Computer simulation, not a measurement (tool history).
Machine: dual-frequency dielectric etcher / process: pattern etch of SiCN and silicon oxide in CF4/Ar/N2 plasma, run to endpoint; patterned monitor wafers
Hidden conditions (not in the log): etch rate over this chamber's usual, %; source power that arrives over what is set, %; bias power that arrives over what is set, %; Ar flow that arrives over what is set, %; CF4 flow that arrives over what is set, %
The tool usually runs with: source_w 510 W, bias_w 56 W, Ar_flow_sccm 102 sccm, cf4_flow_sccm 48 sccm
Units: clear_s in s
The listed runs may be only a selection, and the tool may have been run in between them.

run     day  source_w  bias_w  Ar_flow_sccm  cf4_flow_sccm  wafers since the last listed run  hours since the last wet clean  hours since the last source power generator calibration  hours since the last bias power generator calibration  hours since the last Ar flow controller change  hours since the last CF4 flow controller change  hours since the last upper electrode change  incoming incoming film thickness, nm  clear_s
  1       0       510      56           102             48                                 0                           452.9                                                   1980.8                                                 4957.6                                            1178                                           2855.3                                       3081.7                                 15.87     18.2
  2   3.933       510      56            94             48                               935                           547.3                                                   2075.2                                                   5052                                          1272.4                                           2949.7                                       3176.1                                 15.73     17.3
      4.383  -- bias power generator calibrated
      6.933  -- wet clean of the chamber
  3   6.954       510      56            94             48                               441                             0.5                                                   2147.7                                                   61.7                                          1344.9                                           3022.2                                       3248.6                                 16.03     18.4
  4  10.188       510      56            94             48                               769                            78.1                                                   2225.3                                                  139.3                                          1422.5                                           3099.8                                       3326.2                                 15.75     17.8
  5  12.425       460      51           102             56                               532                           131.8                                                     2279                                                    193                                          1476.2                                           3153.5                                       3379.9                                 15.89       19
  6  16.721       510      56            82             57                              1022                           234.9                                                   2382.1                                                  296.1                                          1579.3                                           3256.6                                         3483                                 15.93     16.8
  7  18.846       510      56            87             48                               505                           285.9                                                   2433.1                                                  347.1                                          1630.3                                           3307.6                                         3534                                 15.86     17.4
  8  21.421       510      56           102             48                               612                           347.7                                                   2494.9                                                  408.9                                          1692.1                                           3369.4                                       3595.8                                 15.74     17.9
     24.608  -- source power generator calibrated
  9  25.504       510      56           102             48                               931                           445.7                                                     21.5                                                  506.9                                          1790.1                                           3467.4                                       3693.8                                 15.99     18.1
 10  31.917       470      66           102             48                              1525                           599.6                                                    175.4                                                  660.8                                            1944                                           3621.3                                       3847.7                                  15.7       18
     33.254  -- wet clean of the chamber
 11  34.271       510      50           102             48                               322                            24.4                                                    231.9                                                  717.3                                          2000.5                                           3677.8                                       3904.2                                 15.79     18.6
     36.325  -- Ar flow controller replaced
 12  37.712       510      50           102             59                               759                             107                                                    314.5                                                  799.9                                            33.3                                           3760.4                                       3986.8                                 15.87     17.6
 13  40.462       510      56           102             48                               654                             173                                                    380.5                                                  865.9                                            99.3                                           3826.4                                       4052.8                                 15.86     18.2
     42.738  -- upper electrode replaced, of another model than before
 14  44.058       510      56           110             48                               617                           259.3                                                    466.8                                                  952.2                                           185.6                                           3912.7                                         31.7                                 15.95     18.3
 15  48.496       510      56           102             48                              1055                           365.8                                                    573.3                                                 1058.7                                           292.1                                           4019.2                                        138.2                                 15.88     17.9
 16  51.596       550      56            94             48                               737                           440.2                                                    647.7                                                 1133.1                                           366.5                                           4093.6                                        212.6                                 15.95     16.4
     55.492  -- CF4 flow controller replaced
 17  55.871       420      66           102             38                               957                           542.8                                                    750.3                                                 1235.7                                           469.1                                              9.1                                        315.2                                 15.96     23.2
 18  58.254       510      47           102             48                               567                             600                                                    807.5                                                 1292.9                                           526.3                                             66.3                                        372.4                                 15.99     18.2
     61.254  -- wet clean of the chamber
 19  61.275       510      46           111             54                               480                             0.5                                                      880                                                 1365.4                                           598.8                                            138.8                                        444.9                                 15.95     18.5
 20  62.288       560      56            82             44                               240                            24.8                                                    904.3                                                 1389.7                                           623.1                                            163.1                                        469.2                                 15.86     16.3
 21  69.967       510      45           102             40                              1827                           209.1                                                   1088.6                                                   1574                                           807.4                                            347.4                                        653.5                                 15.89     19.7
 22  78.888       510      42           102             48                              2122                           423.2                                                   1302.7                                                 1788.1                                          1021.5                                            561.5                                        867.6                                 15.83     18.5
     83.317  -- wet clean of the chamber
 23  83.338       510      56            78             48                               820                             0.5                                                   1409.5                                                 1894.9                                          1128.3                                            668.3                                        974.4                                 15.96     17.3

The logged runs with the hidden state left out (each run's random variation unchanged):
run  clear_s
  1     18.5
  2     17.7
  3     18.4
  4     17.8
  5     19.1
  6     16.9
  7     17.6
  8     18.1
  9     18.5
 10     18.4
 11     18.7
 12     17.7
 13     18.4
 14     18.6
 15     18.3
 16     16.8
 17     23.8
 18     18.8
 19     18.6
 20     16.4
 21       20
 22       19
 23     17.3
